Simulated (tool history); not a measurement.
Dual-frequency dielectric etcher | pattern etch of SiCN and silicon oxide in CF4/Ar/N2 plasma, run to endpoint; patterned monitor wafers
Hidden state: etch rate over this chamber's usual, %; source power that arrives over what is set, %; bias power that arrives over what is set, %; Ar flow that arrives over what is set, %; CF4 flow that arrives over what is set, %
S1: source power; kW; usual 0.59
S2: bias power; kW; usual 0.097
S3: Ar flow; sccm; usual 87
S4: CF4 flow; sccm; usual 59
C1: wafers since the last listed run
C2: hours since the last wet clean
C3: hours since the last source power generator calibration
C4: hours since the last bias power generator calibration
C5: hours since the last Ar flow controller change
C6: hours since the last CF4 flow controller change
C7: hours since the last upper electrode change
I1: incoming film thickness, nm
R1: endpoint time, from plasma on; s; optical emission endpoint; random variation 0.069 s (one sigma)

Run 1, hour 0: usual settings; C1 0; C2 280.7; C3 2465.4; C4 3027.5; C5 39.5; C6 69.1; C7 4043.4; I1 11.2. Result: R1 9 s.
Run 2, hour 54.5: usual settings but S3 102 sccm; C1 631; C2 335.2; C3 2519.9; C4 3082; C5 94; C6 123.6; C7 4097.9; I1 11.26. Result: R1 9.3 s.
At hour 131.7: upper electrode replaced.
Run 3, hour 132.2: usual settings but S3 102 sccm; C1 622; C2 412.9; C3 2597.6; C4 3159.7; C5 171.7; C6 201.3; C7 0.5; I1 11.08. Result: R1 9 s.
Run 4, hour 160.4: usual settings; C1 326; C2 441.1; C3 2625.8; C4 3187.9; C5 199.9; C6 229.5; C7 28.7; I1 11.13. Result: R1 8.9 s.
At hour 189.1: wet clean of the chamber.
Run 5, hour 226.5: usual settings; C1 487; C2 37.4; C3 2691.9; C4 3254; C5 266; C6 295.6; C7 94.8; I1 11.25. Result: R1 9.3 s.
At hour 231.6: bias power generator calibrated.
Run 6, hour 261.3: usual settings but S2 0.119 kW; C1 356; C2 72.2; C3 2726.7; C4 29.7; C5 300.8; C6 330.4; C7 129.6; I1 11.28. Result: R1 8.8 s.
Run 7, hour 318.6: usual settings but S1 0.65 kW, S2 0.107 kW, S3 108 sccm; C1 664; C2 129.5; C3 2784; C4 87; C5 358.1; C6 387.7; C7 186.9; I1 11.24. Result: R1 8.5 s.
Run 8, hour 344.7: usual settings; C1 302; C2 155.6; C3 2810.1; C4 113.1; C5 384.2; C6 413.8; C7 213; I1 11.16. Result: R1 9 s.
Run 9, hour 387.3: usual settings but S3 104 sccm, S4 65 sccm; C1 493; C2 198.2; C3 2852.7; C4 155.7; C5 426.8; C6 456.4; C7 255.6; I1 11.29. Result: R1 9.2 s.
Run 10, hour 414.4: usual settings; C1 314; C2 225.3; C3 2879.8; C4 182.8; C5 453.9; C6 483.5; C7 282.7; I1 11.21. Result: R1 9 s.
Run 11, hour 481.2: usual settings but S4 45 sccm; C1 774; C2 292.1; C3 2946.6; C4 249.6; C5 520.7; C6 550.3; C7 349.5; I1 11.26. Result: R1 9.2 s.
Run 12, hour 542.1: usual settings but S2 0.114 kW, S4 55 sccm; C1 705; C2 353; C3 3007.5; C4 310.5; C5 581.6; C6 611.2; C7 410.4; I1 11.1. Result: R1 8.4 s.
Run 13, hour 590.3: usual settings but S2 0.087 kW, S3 103 sccm, S4 45 sccm; C1 558; C2 401.2; C3 3055.7; C4 358.7; C5 629.8; C6 659.4; C7 458.6; I1 11.18. Result: R1 9.6 s.

Run 14 comes next. What will it give?
At hour 631.2: wet clean of the chamber.
Run 14, hour 631.7: usual settings; C1 201; C2 0.5; C3 3097.1; C4 400.1; C5 671.2; C6 700.8; C7 500; I1 11.19. Result: R1 ?.

{"run 14": {"R1": 9.2}}
Without the tool's hidden state the same run would have given R1 9.2 s.

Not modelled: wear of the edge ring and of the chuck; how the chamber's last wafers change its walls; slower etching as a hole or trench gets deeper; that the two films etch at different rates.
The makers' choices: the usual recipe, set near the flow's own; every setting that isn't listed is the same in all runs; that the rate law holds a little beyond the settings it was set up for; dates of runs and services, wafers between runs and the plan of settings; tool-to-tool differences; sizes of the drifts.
